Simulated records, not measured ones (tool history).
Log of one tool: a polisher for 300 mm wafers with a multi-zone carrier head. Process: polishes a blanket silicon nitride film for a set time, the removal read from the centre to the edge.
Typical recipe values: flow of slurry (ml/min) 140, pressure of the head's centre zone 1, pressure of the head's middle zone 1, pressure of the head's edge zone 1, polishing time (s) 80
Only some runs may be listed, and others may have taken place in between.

| run | hour | flow of slurry (ml/min) | pressure of the head's centre zone | pressure of the head's middle zone | pressure of the head's edge zone | polishing time (s) | incoming thickness of the incoming film, nm | film removed at the wafer's centre (Å) | film removed at mid-radius (Å) | film removed at the wafer's edge (Å) |
|---|---|---|---|---|---|---|---|---|---|---|
| 1 | 0 | 140 | 1 | 1 | 1 | 80 | 917.6 | 1236 | 1243 | 1249 |
| 2 | 43.8 | 140 | 1 | 1 | 1 | 80 | 923.8 | 1231 | 1239 | 1194 |
|  | 95.6 | worn pad replaced by a new one |
| 3 | 108.4 | 140 | 1 | 1 | 1 | 90 | 915.6 | 1468 | 1453 | 1459 |
| 4 | 147.5 | 140 | 1 | 1 | 1 | 90 | 929.6 | 1432 | 1405 | 1418 |
| 5 | 198.3 | 140 | 1 | 1 | 1 | 90 | 926.2 | 1418 | 1418 | 1421 |
|  | 244.4 | slurry nozzle cleaned |
| 6 | 257.1 | 140 | 1.05 | 1 | 1 | 80 | 920.5 | 1302 | 1184 | 1220 |
|  | 300.1 | worn pad replaced by a new one |
| 7 | 321.5 | 140 | 1 | 1 | 1 | 80 | 925.1 | 1305 | 1294 | 1334 |
|  | 352 | carrier head's membrane replaced by a new one |
|  | 481.9 | worn pad replaced by a new one |
|  | 531.7 | centre zone pressure recalibrated |
| 8 | 532.2 | 140 | 1 | 1 | 1 | 80 | 922.4 | 1295 | 1290 | 1296 |
| 9 | 559.6 | 140 | 1 | 1 | 1 | 80 | 913.6 | 1250 | 1269 | 1303 |
|  | 591.8 | slurry nozzle cleaned |
| 10 | 593.5 | 140 | 1.03 | 1 | 1 | 80 | 918.6 | 1286 | 1273 | 1256 |
| 11 | 646.7 | 100 | 0.9 | 1.06 | 1 | 61 | 918.9 | 804 | 935 | 912 |
|  | 682.9 | worn pad replaced by a new one |
| 12 | 685.2 | 140 | 0.9 | 1 | 1.06 | 64 | 921.7 | 943 | 1018 | 1077 |
|  | 698.1 | edge zone pressure recalibrated |
| 13 | 752 | 140 | 1 | 1 | 1 | 80 | 918.7 | 1253 | 1282 | 1265 |
| 14 | 789.3 | 140 | 1 | 1 | 1 | 80 | 902.9 | 1258 | 1259 | 1280 |
| 15 | 814.3 | 160 | 0.93 | 1 | 0.89 | 80 | 917.6 | 1189 | 1255 | 1217 |
| 16 | 850.9 | 185 | 1 | 1.08 | 0.92 | 68 | 913.2 | 1090 | 1148 | 1025 |
|  | 902.4 | worn pad replaced by a new one |
| 17 | 906.6 | 140 | 1 | 1 | 1 | 80 | 911.8 | 1311 | 1318 | 1295 |
| 18 | 936.7 | 140 | 1.08 | 0.88 | 1.09 | 80 | 915.5 | 1392 | 1146 | 1365 |
| 19 | 996.2 | 140 | 1 | 1.09 | 1 | 80 | 939.7 | 1265 | 1341 | 1266 |

Below, some changes in film removed at the wafer's centre (Å) between adjacent runs. For each, the amount present without the hidden state too (settings, incoming material, random variation) and the amount remaining for the hidden state with gauge scatter not shared by both compared results:
The hidden state here: removal rate lost through wear of the pad, %; slurry flow missing at the pad, %; deviation of the centre zone's pressure from its setpoint, %; deviation of the edge zone's pressure from its setpoint, %.
Run 6 -> 7: pressure of the head's centre zone 1.05 -> 1, worn pad replaced by a new one. film removed at the wafer's centre (Å) +3: hidden state +79, all else -76.
Run 10 -> 11: flow of slurry (ml/min) 140 -> 100, pressure of the head's centre zone 1.03 -> 0.9, pressure of the head's middle zone 1 -> 1.06, polishing time (s) 80 -> 61. film removed at the wafer's centre (Å) -482: hidden state +4, all else -486.
